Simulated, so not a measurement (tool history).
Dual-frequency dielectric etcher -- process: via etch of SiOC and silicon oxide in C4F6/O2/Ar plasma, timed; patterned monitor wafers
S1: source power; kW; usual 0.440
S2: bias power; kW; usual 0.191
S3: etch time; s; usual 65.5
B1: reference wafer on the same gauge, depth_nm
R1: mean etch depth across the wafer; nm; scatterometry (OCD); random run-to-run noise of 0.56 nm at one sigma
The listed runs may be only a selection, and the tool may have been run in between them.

run,hour,S1,S2,S3,B1,R1
1,0.0,0.440,0.191,60.5,79.1,75.6
2,246.1,0.440,0.191,60.5,79.1,72.5
3,302.8,0.440,0.191,60.5,79.5,73.2
4,374.9,0.440,0.154,65.5,79.5,73.5
5,442.6,0.440,0.154,65.5,79.5,73.7
6,734.6,0.440,0.154,65.5,79.3,74.8
7,808.5,0.440,0.191,65.5,79.2,78.5
8,894.1,0.440,0.191,65.5,79.5,79.3
9,979.0,0.440,0.191,65.5,79.3,78.6
10,1081.7,0.440,0.191,65.5,79.1,81.2
11,1162.3,0.440,0.191,65.5,79.1,80.0
12,1211.3,0.440,0.191,59.5,79.3,72.4
13,1277.6,0.440,0.191,59.5,79.5,72.1
14,1344.3,0.440,0.191,58.5,79.2,70.2
15,1412.5,0.510,0.171,47.0,79.3,58.7
16,1498.2,0.440,0.221,72.5,79.2,89.5
17,1552.8,0.440,0.191,60.5,79.2,71.4
18,1631.5,0.490,0.223,65.5,79.5,90.2
19,1753.5,0.440,0.191,65.5,79.5,80.4
20,1817.9,0.540,0.191,48.5,79.3,65.5
21,1854.1,0.520,0.191,56.0,79.4,73.6
22,1960.4,0.440,0.191,70.5,79.5,83.8
23,2052.9,0.440,0.191,65.5,79.3,78.0
24,2160.7,0.330,0.225,71.5,79.2,80.0
25,2212.5,0.440,0.191,50.0,79.3,61.7
26,2379.5,0.480,0.155,65.5,79.3,78.6
27,2424.1,0.440,0.167,55.5,79.2,63.9

Removed from this log: 8 entries logged between the listed runs. Between which two listed runs does each belong, and how does the tool's hidden state at the listed run before it compare with that at the listed run after it?
In the gap between runs 5 and 6: wet clean of the chamber (hour 573.1); upper electrode replaced (hour 729.3)
  etch rate over this chamber's usual, %: -4.84 -> -2.01
  the result without the hidden state subtracted from the measured one, R1: -3.7 -> -1.5 nm
In the gap between runs 9 and 10: source power generator calibrated (hour 996.5); bias power generator calibrated (hour 1035.5); wet clean of the chamber (hour 1069.0)
  etch rate over this chamber's usual, %: -4.52 -> -0.247
  the result without the hidden state subtracted from the measured one, R1: -3.7 -> -0.2 nm
In the gap between runs 14 and 15: gauge calibrated (hour 1359.4)
  etch rate over this chamber's usual, %: -2.95 -> -3.65
  the result without the hidden state subtracted from the measured one, R1: -2.1 -> -2.2 nm
In the gap between runs 17 and 18: wet clean of the chamber (hour 1631.0)
  etch rate over this chamber's usual, %: -5.09 -> -0.137
  the result without the hidden state subtracted from the measured one, R1: -3.8 -> -0.1 nm
In the gap between runs 23 and 24: wet clean of the chamber (hour 2108.1)
  etch rate over this chamber's usual, %: -4.47 -> -0.564
  the result without the hidden state subtracted from the measured one, R1: -3.7 -> -0.5 nm
